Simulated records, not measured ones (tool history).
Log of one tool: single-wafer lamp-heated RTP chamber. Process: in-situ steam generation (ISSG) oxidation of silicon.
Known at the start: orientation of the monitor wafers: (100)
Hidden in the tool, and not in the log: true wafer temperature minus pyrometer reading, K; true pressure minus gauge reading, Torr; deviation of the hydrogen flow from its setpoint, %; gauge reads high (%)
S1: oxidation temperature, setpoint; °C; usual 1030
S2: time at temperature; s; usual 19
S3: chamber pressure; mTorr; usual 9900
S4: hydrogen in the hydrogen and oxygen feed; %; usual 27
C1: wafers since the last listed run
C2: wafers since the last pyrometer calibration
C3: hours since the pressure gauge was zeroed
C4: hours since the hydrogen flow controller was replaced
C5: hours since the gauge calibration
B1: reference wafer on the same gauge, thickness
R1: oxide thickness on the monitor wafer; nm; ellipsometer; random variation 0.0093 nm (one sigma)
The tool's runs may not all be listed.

run,hour,S1,S2,S3,S4,C1,C2,C3,C4,C5,B1,R1
1,0,1030,19,9900,27,0,107,2532.3,7061.8,37.5,5.812,6.211
2,14.8,1030,19,9900,27,275,382,2547.1,7076.6,52.3,5.814,6.227
3,25.5,1030,19,9900,27,198,581,2557.8,7087.3,63,5.811,6.224
4,38.1,1030,19,9900,27,234,815,2570.4,7099.9,75.6,5.81,6.262
5,51.5,1030,19,9900,27,249,1064,2583.8,7113.3,89,5.808,6.287
6,63.5,1030,24,9900,27,223,1287,2595.8,7125.3,101,5.807,7.057
7,74,1030,24,9900,27,195,1483,2606.3,7135.8,111.5,5.808,7.077
# hour 86.9: pyrometer window cleaned and pyrometer calibrated
8,91.6,1030,19,9900,27,178,87,2623.9,7153.4,129.1,5.809,6.208
9,107.9,1030,19,9900,27,303,390,2640.2,7169.7,145.4,5.809,6.237
# hour 120.6: hydrogen flow controller replaced
10,123.9,1030,19,9900,27,148,539,2656.2,3.3,161.4,5.81,6.272
11,130.1,1042,19,9900,27,115,654,2662.4,9.5,167.6,5.81,6.649
# hour 135.6: gauge calibrated
# hour 145.3: pressure gauge zeroed
12,145.8,1020,19,10200,27,143,797,0.5,25.2,10.2,5.808,5.943
13,154.8,1030,19,9900,27,167,964,9.5,34.2,19.2,5.81,6.289
14,167.3,1018,19,10200,27,232,1197,22,46.7,31.7,5.807,5.906
15,179.3,1030,19,9900,27,223,1420,34,58.7,43.7,5.808,6.316
# hour 187.4: pyrometer window cleaned and pyrometer calibrated
16,188.8,1030,19,9900,27,27,25,43.5,68.2,53.2,5.806,6.197
17,198.7,1021,19,9500,20,184,209,53.4,78.1,63.1,5.812,5.6
18,214.5,1030,22,10200,24,293,503,69.2,93.9,78.9,5.81,6.473
19,230.5,1030,19,10200,18,297,801,85.2,109.9,94.9,5.811,5.684
20,244,1041,24,9300,18,250,1052,98.7,123.4,108.4,5.814,6.907
# hour 275.4: pyrometer window cleaned and pyrometer calibrated
21,285.4,1024,19,9200,27,620,186,140.1,164.8,149.8,5.81,6.12
22,296.7,1030,24,9900,27,210,396,151.4,176.1,161.1,5.81,7.008
# hour 298: gauge calibrated
23,309.2,1037,16,9900,27,232,628,163.9,188.6,11.2,5.81,5.935

Hidden state at the last listed run before each entry between runs and at the first one after, where it differs:
Between runs 7 and 8: pyrometer window cleaned and pyrometer calibrated (hour 86.9)
  true wafer temperature minus pyrometer reading, K: 3.24 -> 0.739
  measured less the result without the state, R1: +0.116 -> +0.022 nm
Between runs 9 and 10: hydrogen flow controller replaced (hour 120.6)
  true wafer temperature minus pyrometer reading, K: 1.36 -> 1.96
  measured less the result without the state, R1: +0.04 -> +0.06 nm
Between runs 11 and 12: gauge calibrated (hour 135.6); pressure gauge zeroed (hour 145.3)
  true wafer temperature minus pyrometer reading, K: 2.2 -> 2.8
  measured less the result without the state, R1: +0.075 -> +0.076 nm
Between runs 15 and 16: pyrometer window cleaned and pyrometer calibrated (hour 187.4)
  true wafer temperature minus pyrometer reading, K: 4.07 -> 0.119
  measured less the result without the state, R1: +0.124 -> +0.003 nm
Between runs 20 and 21: pyrometer window cleaned and pyrometer calibrated (hour 275.4)
  true wafer temperature minus pyrometer reading, K: 2.21 -> 0.562
  measured less the result without the state, R1: +0.082 -> +0.016 nm
Between runs 22 and 23: gauge calibrated (hour 298)
  true wafer temperature minus pyrometer reading, K: 0.991 -> 1.46
  measured less the result without the state, R1: +0.036 -> +0.042 nm
